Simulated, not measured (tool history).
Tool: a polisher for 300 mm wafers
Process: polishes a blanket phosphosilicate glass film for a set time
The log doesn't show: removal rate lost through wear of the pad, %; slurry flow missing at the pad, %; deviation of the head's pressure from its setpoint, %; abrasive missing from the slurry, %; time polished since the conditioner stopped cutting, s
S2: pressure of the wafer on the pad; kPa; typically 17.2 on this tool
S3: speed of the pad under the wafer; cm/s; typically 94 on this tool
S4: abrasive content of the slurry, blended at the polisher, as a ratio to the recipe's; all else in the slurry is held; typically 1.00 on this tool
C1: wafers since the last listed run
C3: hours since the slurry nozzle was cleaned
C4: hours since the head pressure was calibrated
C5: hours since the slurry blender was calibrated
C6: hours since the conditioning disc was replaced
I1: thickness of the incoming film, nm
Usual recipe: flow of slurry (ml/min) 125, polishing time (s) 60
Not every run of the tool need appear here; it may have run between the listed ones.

Run 1, day 0.000: usual settings but flow of slurry (ml/min) 90, S2 15.2 kPa; C1 0; wafers polished on this pad 27; C3 666.0; C4 788.5; C5 410.8; C6 254.0; I1 4056.2. Result: film removed (Å) 3291.
Run 2, day 0.333: usual settings but flow of slurry (ml/min) 90, S2 15.2 kPa; C1 86; wafers polished on this pad 113; C3 674.0; C4 796.5; C5 418.8; C6 262.0; I1 4058.5. Result: film removed (Å) 3376.
Run 3, day 0.800: usual settings but flow of slurry (ml/min) 90, S2 15.2 kPa; C1 120; wafers polished on this pad 234; C3 685.2; C4 807.7; C5 430.0; C6 273.2; I1 4089.1. Result: film removed (Å) 3228.
Run 4, day 1.250: usual settings; C1 116; wafers polished on this pad 350; C3 696.0; C4 818.5; C5 440.8; C6 284.0; I1 4038.3. Result: film removed (Å) 3914.
Run 5, day 1.542: usual settings; C1 75; wafers polished on this pad 426; C3 703.0; C4 825.5; C5 447.8; C6 291.0; I1 4027.7. Result: film removed (Å) 3941.
Run 6, day 1.938: usual settings; C1 102; wafers polished on this pad 528; C3 712.5; C4 835.0; C5 457.3; C6 300.5; I1 4027.5. Result: film removed (Å) 3920.
Run 7, day 2.421: usual settings but flow of slurry (ml/min) 140; C1 125; wafers polished on this pad 653; C3 724.1; C4 846.6; C5 468.9; C6 312.1; I1 4045.8. Result: film removed (Å) 4070.
Run 8, day 2.767: usual settings; C1 89; wafers polished on this pad 743; C3 732.4; C4 854.9; C5 477.2; C6 320.4; I1 4040.0. Result: film removed (Å) 3908.
At day 2.917: slurry blender recalibrated.
Run 9, day 3.046: usual settings; C1 50; wafers polished on this pad 793; C3 739.1; C4 861.6; C5 3.1; C6 327.1; I1 4068.2. Result: film removed (Å) 4601.
At day 3.554: slurry nozzle cleaned.
At day 3.733: worn pad replaced by a new one.
At day 3.771: head pressure recalibrated.
Run 10, day 3.792: usual settings but S3 112 cm/s, S4 1.25; C1 129; wafers polished on this pad 5; C3 5.7; C4 0.5; C5 21.0; C6 345.0; I1 4065.9. Result: film removed (Å) 5552.
Run 11, day 4.275: usual settings but S2 15.2 kPa, S4 1.15, polishing time (s) 53; C1 125; wafers polished on this pad 130; C3 17.3; C4 12.1; C5 32.6; C6 356.6; I1 4076.1. Result: film removed (Å) 3627.
Run 12, day 4.529: usual settings; C1 65; wafers polished on this pad 196; C3 23.4; C4 18.2; C5 38.7; C6 362.7; I1 4064.7. Result: film removed (Å) 4389.
At day 4.654: conditioning disc replaced and pad reconditioned.
Run 13, day 5.933: usual settings but flow of slurry (ml/min) 105, S4 1.20, polishing time (s) 46; C1 341; wafers polished on this pad 537; C3 57.1; C4 51.9; C5 72.4; C6 30.7; I1 4077.3. Result: film removed (Å) 3366.
Run 14, day 6.471: usual settings but flow of slurry (ml/min) 90; C1 139; wafers polished on this pad 677; C3 70.0; C4 64.8; C5 85.3; C6 43.6; I1 4043.5. Result: film removed (Å) 3912.
Run 15, day 6.800: usual settings but flow of slurry (ml/min) 110, S3 64 cm/s, polishing time (s) 68; C1 85; wafers polished on this pad 762; C3 77.9; C4 72.7; C5 93.2; C6 51.5; I1 4105.9. Result: film removed (Å) 3460.
Run 16, day 7.117: usual settings but S3 64 cm/s, S4 0.70; C1 81; wafers polished on this pad 844; C3 85.5; C4 80.3; C5 100.8; C6 59.1; I1 4036.2. Result: film removed (Å) 2745.
At day 7.779: worn pad replaced by a new one.
Run 17, day 7.800: usual settings but flow of slurry (ml/min) 155, S4 0.75; C1 133; wafers polished on this pad 5; C3 101.9; C4 96.7; C5 117.2; C6 75.5; I1 4077.3. Result: film removed (Å) 3913.
Run 18, day 8.446: usual settings; C1 167; wafers polished on this pad 172; C3 117.4; C4 112.2; C5 132.7; C6 91.0; I1 4090.8. Result: film removed (Å) 4035.

4 ways to go on from here, each from the tool as it stands after run 18. What would each give?
Run A, day 8.462: usual settings but S3 124 cm/s; C1 4; wafers polished on this pad 177; C3 117.8; C4 112.6; C5 133.1; C6 91.4; I1 4117.9. Result: film removed (Å) ?.
Run B, day 8.462: usual settings but S2 20.7 kPa, S3 82 cm/s; C1 4; wafers polished on this pad 177; C3 117.8; C4 112.6; C5 133.1; C6 91.4; I1 4117.9. Result: film removed (Å) ?.
Run C, day 8.462: usual settings but flow of slurry (ml/min) 80, S3 82 cm/s, polishing time (s) 44; C1 4; wafers polished on this pad 177; C3 117.8; C4 112.6; C5 133.1; C6 91.4; I1 4117.9. Result: film removed (Å) ?.
Run D, day 8.462: usual settings but S3 104 cm/s; C1 4; wafers polished on this pad 177; C3 117.8; C4 112.6; C5 133.1; C6 91.4; I1 4117.9. Result: film removed (Å) ?.

run  film removed (Å)
  A              5223
  B              4502
  C              2513
  D              4537
With the hidden condition removed and each run's random variation left untouched, the same runs would have given:
run  film removed (Å)
  A              5840
  B              5034
  C              2810
  D              5074

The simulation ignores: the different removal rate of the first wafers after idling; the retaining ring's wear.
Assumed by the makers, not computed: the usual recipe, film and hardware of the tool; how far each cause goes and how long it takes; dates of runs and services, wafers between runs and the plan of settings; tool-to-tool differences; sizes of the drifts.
